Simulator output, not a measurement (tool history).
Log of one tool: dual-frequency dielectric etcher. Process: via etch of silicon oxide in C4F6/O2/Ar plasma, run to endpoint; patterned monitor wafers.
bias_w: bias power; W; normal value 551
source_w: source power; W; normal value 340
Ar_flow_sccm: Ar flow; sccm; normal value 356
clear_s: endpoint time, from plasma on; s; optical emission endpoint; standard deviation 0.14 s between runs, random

run,hour,bias_w,source_w,Ar_flow_sccm,wafers since the last listed run,hours since the last wet clean,hours since the last bias power generator calibration,hours since the last source power generator calibration,hours since the last Ar flow controller change,hours since the last upper electrode change,"incoming incoming film thickness, nm",clear_s
1,0,551,380,356,0,412,1148.1,3550.3,5229.5,2867,184.9,45.3
2,26.8,551,380,356,336,438.8,1174.9,3577.1,5256.3,2893.8,186.1,45.7
3,86.9,551,340,356,753,498.9,1235,3637.2,5316.4,2953.9,186,47.4
# hour 131.6: wet clean of the chamber
4,138.1,551,340,356,341,6.5,1286.2,3688.4,5367.6,3005.1,184.2,45.8
5,174.3,551,340,356,454,42.7,1322.4,3724.6,5403.8,3041.3,185.3,46.3
6,229.8,460,340,388,696,98.2,1377.9,3780.1,5459.3,3096.8,184.2,50.4
7,293.8,649,340,356,802,162.2,1441.9,3844.1,5523.3,3160.8,185.6,43.5
8,340.2,640,340,356,582,208.6,1488.3,3890.5,5569.7,3207.2,184.6,43.4
9,380.7,551,340,356,508,249.1,1528.8,3931,5610.2,3247.7,186.3,47.1
10,426.5,551,340,356,574,294.9,1574.6,3976.8,5656,3293.5,184.3,46.6
# hour 455: upper electrode replaced
# hour 476.2: source power generator calibrated
11,490.5,551,340,356,451,358.9,1638.6,14.3,5720,35.5,185.2,46.9
12,626.4,551,280,356,1704,494.8,1774.5,150.2,5855.9,171.4,185.1,49.9
# hour 668.5: wet clean of the chamber
13,669,551,280,356,233,0.5,1817.1,192.8,5898.5,214,183.5,48.5
14,694.6,551,340,439,321,26.1,1842.7,218.4,5924.1,239.6,183.4,47.4
# hour 719.8: bias power generator calibrated
15,746.6,489,360,356,602,78.1,26.8,270.4,5976.1,291.6,185.2,47
16,778,551,270,305,393,109.5,58.2,301.8,6007.5,323,186.9,48.2
# hour 804.8: Ar flow controller replaced
17,810.8,551,340,356,336,142.3,91,334.6,6,355.8,185.3,45.9
18,876.2,659,400,306,820,207.7,156.4,400,71.4,421.2,183.9,38.7
19,910.3,551,340,356,427,241.8,190.5,434.1,105.5,455.3,186.5,46.4
20,934.7,551,340,356,306,266.2,214.9,458.5,129.9,479.7,186.4,46.2
21,1002.2,657,300,333,846,333.7,282.4,526,197.4,547.2,183.2,43.7
22,1071.4,551,340,333,868,402.9,351.6,595.2,266.6,616.4,182.9,45.1
23,1104,551,340,356,408,435.5,384.2,627.8,299.2,649,184,46.2
24,1132.6,551,290,356,358,464.1,412.8,656.4,327.8,677.6,185.3,49.3
# hour 1190: wet clean of the chamber
25,1190.5,609,300,424,425,0.5,470.7,714.3,385.7,735.5,184.4,46.5
26,1208.8,551,340,356,229,18.8,489,732.6,404,753.8,184.8,45.6
27,1280.4,442,290,309,898,90.4,560.6,804.2,475.6,825.4,186.2,51.9
28,1315.4,551,260,326,439,125.4,595.6,839.2,510.6,860.4,184.3,49.2

Below are 5 alternative next runs, each starting from the tool's condition after run 28. Predict each:
A,1315.8,551,340,356,5,125.8,596,839.6,511,860.8,182.8,?
B,1315.8,551,340,323,5,125.8,596,839.6,511,860.8,182.8,?
C,1315.8,473,300,295,5,125.8,596,839.6,511,860.8,182.8,?
D,1315.8,551,340,313,5,125.8,596,839.6,511,860.8,182.8,?
E,1315.8,654,340,356,5,125.8,596,839.6,511,860.8,182.8,?

run,clear_s
A,45.2
B,44.4
C,48.5
D,44.2
E,42.1
Take away the tool's hidden state, keep each run's random variation, and the runs would have read:
run,clear_s
A,44.4
B,43.6
C,47.6
D,43.4
E,41.3
